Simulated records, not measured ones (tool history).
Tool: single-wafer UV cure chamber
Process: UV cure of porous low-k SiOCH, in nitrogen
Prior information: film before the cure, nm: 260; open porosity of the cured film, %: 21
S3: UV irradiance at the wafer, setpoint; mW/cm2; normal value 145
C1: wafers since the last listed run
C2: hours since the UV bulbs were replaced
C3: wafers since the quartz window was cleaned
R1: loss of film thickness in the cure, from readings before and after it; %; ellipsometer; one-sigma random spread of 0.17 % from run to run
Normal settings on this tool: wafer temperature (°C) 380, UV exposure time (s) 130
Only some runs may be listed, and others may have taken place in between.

run 1 day=0.000 | wafer_temperature_(°C)=380 UV_exposure_time_(s)=130 S3=145 | C1=0 C2=1091.3 C3=1925 | R1=10.541
run 2 day=2.133 | wafer_temperature_(°C)=380 UV_exposure_time_(s)=130 S3=145 | C1=354 C2=1142.5 C3=2279 | R1=10.569
run 3 day=7.208 | wafer_temperature_(°C)=380 UV_exposure_time_(s)=130 S3=145 | C1=842 C2=1264.3 C3=3121 | R1=10.898
run 4 day=8.758 | wafer_temperature_(°C)=380 UV_exposure_time_(s)=130 S3=157 | C1=257 C2=1301.5 C3=3378 | R1=10.915
run 5 day=16.975 | wafer_temperature_(°C)=380 UV_exposure_time_(s)=110 S3=145 | C1=1363 C2=1498.7 C3=4742 | R1=9.890
run 6 day=18.100 | wafer_temperature_(°C)=380 UV_exposure_time_(s)=110 S3=145 | C1=186 C2=1525.7 C3=4929 | R1=9.902
run 7 day=20.012 | wafer_temperature_(°C)=380 UV_exposure_time_(s)=150 S3=145 | C1=317 C2=1571.6 C3=5247 | R1=11.385
-- day=20.925 quartz window cleaned
run 8 day=22.779 | wafer_temperature_(°C)=380 UV_exposure_time_(s)=150 S3=145 | C1=403 C2=1638.0 C3=307 | R1=11.312
run 9 day=24.133 | wafer_temperature_(°C)=380 UV_exposure_time_(s)=150 S3=145 | C1=224 C2=1670.5 C3=532 | R1=11.289
run 10 day=25.296 | wafer_temperature_(°C)=380 UV_exposure_time_(s)=130 S3=159 | C1=192 C2=1698.4 C3=725 | R1=11.020
run 11 day=26.650 | wafer_temperature_(°C)=380 UV_exposure_time_(s)=130 S3=159 | C1=224 C2=1730.9 C3=950 | R1=11.314
run 12 day=29.462 | wafer_temperature_(°C)=387 UV_exposure_time_(s)=130 S3=145 | C1=466 C2=1798.4 C3=1417 | R1=10.400
run 13 day=31.833 | wafer_temperature_(°C)=380 UV_exposure_time_(s)=175 S3=145 | C1=393 C2=1855.3 C3=1810 | R1=11.883
run 14 day=33.979 | wafer_temperature_(°C)=380 UV_exposure_time_(s)=175 S3=145 | C1=356 C2=1906.8 C3=2167 | R1=12.287
run 15 day=35.829 | wafer_temperature_(°C)=380 UV_exposure_time_(s)=175 S3=145 | C1=307 C2=1951.2 C3=2474 | R1=12.293
run 16 day=37.008 | wafer_temperature_(°C)=380 UV_exposure_time_(s)=130 S3=145 | C1=195 C2=1979.5 C3=2669 | R1=10.714
run 17 day=39.479 | wafer_temperature_(°C)=380 UV_exposure_time_(s)=130 S3=145 | C1=410 C2=2038.8 C3=3080 | R1=11.046
run 18 day=42.025 | wafer_temperature_(°C)=389 UV_exposure_time_(s)=165 S3=145 | C1=422 C2=2099.9 C3=3502 | R1=12.088
run 19 day=44.404 | wafer_temperature_(°C)=380 UV_exposure_time_(s)=130 S3=112 | C1=394 C2=2157.0 C3=3897 | R1=9.621
run 20 day=46.438 | wafer_temperature_(°C)=380 UV_exposure_time_(s)=130 S3=184 | C1=337 C2=2205.8 C3=4235 | R1=11.470
-- day=47.604 quartz window cleaned
run 21 day=47.858 | wafer_temperature_(°C)=372 UV_exposure_time_(s)=90 S3=145 | C1=180 C2=2239.9 C3=42 | R1=8.779
run 22 day=49.512 | wafer_temperature_(°C)=380 UV_exposure_time_(s)=130 S3=145 | C1=274 C2=2279.6 C3=317 | R1=10.657
run 23 day=51.225 | wafer_temperature_(°C)=380 UV_exposure_time_(s)=130 S3=145 | C1=284 C2=2320.7 C3=601 | R1=10.800
run 24 day=52.925 | wafer_temperature_(°C)=380 UV_exposure_time_(s)=130 S3=159 | C1=282 C2=2361.5 C3=883 | R1=11.068
run 25 day=55.767 | wafer_temperature_(°C)=380 UV_exposure_time_(s)=155 S3=145 | C1=471 C2=2429.7 C3=1355 | R1=11.754
-- day=57.067 UV bulbs replaced
run 26 day=58.067 | wafer_temperature_(°C)=380 UV_exposure_time_(s)=150 S3=145 | C1=326 C2=24.0 C3=1681 | R1=11.472
run 27 day=60.362 | wafer_temperature_(°C)=380 UV_exposure_time_(s)=155 S3=164 | C1=381 C2=79.1 C3=2062 | R1=11.636
run 28 day=62.146 | wafer_temperature_(°C)=380 UV_exposure_time_(s)=130 S3=145 | C1=296 C2=121.9 C3=2358 | R1=10.856
run 29 day=64.138 | wafer_temperature_(°C)=394 UV_exposure_time_(s)=130 S3=106 | C1=330 C2=169.7 C3=2689 | R1=9.540
run 30 day=66.312 | wafer_temperature_(°C)=399 UV_exposure_time_(s)=130 S3=145 | C1=361 C2=221.9 C3=3050 | R1=11.153
run 31 day=67.942 | wafer_temperature_(°C)=372 UV_exposure_time_(s)=130 S3=178 | C1=270 C2=261.0 C3=3320 | R1=11.127
run 32 day=70.371 | wafer_temperature_(°C)=380 UV_exposure_time_(s)=130 S3=172 | C1=403 C2=319.3 C3=3724 | R1=11.367
run 33 day=71.675 | wafer_temperature_(°C)=380 UV_exposure_time_(s)=65 S3=134 | C1=216 C2=350.6 C3=3940 | R1=7.588
run 34 day=72.825 | wafer_temperature_(°C)=380 UV_exposure_time_(s)=130 S3=145 | C1=190 C2=378.2 C3=4131 | R1=10.581
run 35 day=75.142 | wafer_temperature_(°C)=394 UV_exposure_time_(s)=105 S3=184 | C1=384 C2=433.8 C3=4516 | R1=11.145
run 36 day=76.871 | wafer_temperature_(°C)=372 UV_exposure_time_(s)=130 S3=145 | C1=287 C2=475.3 C3=4803 | R1=10.746

Give the tool's hidden conditions for every run:
lamp output below its setpoint, %: 0, the same for each run
transmission lost against a clean window, %: 0, the same for each run
